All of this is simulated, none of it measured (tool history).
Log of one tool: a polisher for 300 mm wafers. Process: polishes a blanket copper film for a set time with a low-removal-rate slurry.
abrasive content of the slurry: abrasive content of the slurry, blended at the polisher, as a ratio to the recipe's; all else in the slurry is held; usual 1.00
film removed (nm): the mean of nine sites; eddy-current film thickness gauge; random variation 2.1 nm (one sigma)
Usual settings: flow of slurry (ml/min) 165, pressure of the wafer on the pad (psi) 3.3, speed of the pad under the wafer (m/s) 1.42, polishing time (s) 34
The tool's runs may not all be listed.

run	hour	flow of slurry (ml/min)	pressure of the wafer on the pad (psi)	speed of the pad under the wafer (m/s)	abrasive content of the slurry	polishing time (s)	incoming thickness of the incoming film, nm	film removed (nm)
1	0.0	165	3.3	1.42	1.00	34	1574.6	176.1
2	58.8	165	3.3	1.04	1.00	26	1564.0	104.8
3	101.4	165	3.3	1.04	1.00	26	1558.7	103.1
4	206.8	165	3.3	1.04	1.00	26	1567.3	98.7
# hour 293.8: worn pad replaced by a new one
5	300.3	165	3.3	1.42	1.00	29	1536.2	153.6
# hour 379.6: slurry blender recalibrated
6	380.1	165	3.3	1.42	1.00	29	1560.1	152.4
# hour 387.1: slurry nozzle cleaned
7	427.4	165	3.3	1.42	1.00	29	1582.5	154.0
8	490.4	165	3.3	1.42	1.00	34	1585.7	173.4
9	528.5	165	3.3	1.22	1.00	34	1570.8	153.4
10	609.1	165	3.3	1.42	0.80	34	1587.6	159.2
# hour 661.4: worn pad replaced by a new one, of another model than before
# hour 743.4: slurry nozzle cleaned
# hour 803.9: slurry blender recalibrated
# hour 842.7: head pressure recalibrated
11	890.1	165	3.3	1.42	0.80	34	1538.0	161.4
12	951.3	165	3.3	1.42	0.80	34	1554.0	155.8
13	994.7	165	3.3	1.02	1.00	41	1557.3	174.6
14	1051.9	165	2.6	0.92	1.00	34	1540.0	115.6
15	1092.5	105	3.7	1.42	1.00	34	1567.8	170.7
# hour 1120.5: worn pad replaced by a new one
16	1182.3	165	3.3	1.28	0.85	34	1576.1	158.5
# hour 1224.5: slurry nozzle cleaned
# hour 1230.0: slurry blender recalibrated
17	1266.2	165	3.3	1.08	1.00	34	1593.8	156.4
18	1302.8	165	3.8	1.42	1.00	34	1555.9	193.4
19	1387.5	205	3.3	1.86	0.85	29	1588.9	166.3
20	1440.4	165	3.7	1.42	1.00	42	1596.0	222.7
# hour 1489.3: worn pad replaced by a new one
# hour 1599.3: slurry blender recalibrated
# hour 1603.9: slurry nozzle cleaned
21	1750.1	165	3.3	1.42	1.00	34	1572.9	173.2
22	1811.4	165	3.3	1.42	1.00	34	1560.4	170.5
# hour 1875.2: worn pad replaced by a new one
23	1876.7	165	3.3	1.18	1.00	34	1577.4	163.4
24	1943.9	165	2.6	0.92	1.00	34	1588.3	127.9
25	1984.8	210	3.3	1.42	1.30	28	1581.0	167.3
# hour 1988.4: slurry blender recalibrated
# hour 2013.7: slurry nozzle cleaned
26	2092.8	165	3.3	0.96	1.00	46	1570.6	197.2

The tool's hidden state at each run:
slurry flow missing at the pad, %: 0 in every run
deviation of the head's pressure from its setpoint, %: 0 in every run
abrasive missing from the slurry, %: 0 in every run
H1: removal rate lost through wear of the pad, %
run	H1
1	3.02
2	4.03
3	5
4	8.21
5	0.705
6	1.1
7	1.65
8	2.75
9	3.62
10	5.97
11	3.21
12	4.89
13	6.32
14	8.52
15	10.3
16	2.05
17	2.97
18	3.6
19	5.62
20	7.27
21	4.4
22	6.29
23	0.705
24	0.955
25	1.34
26	3.21
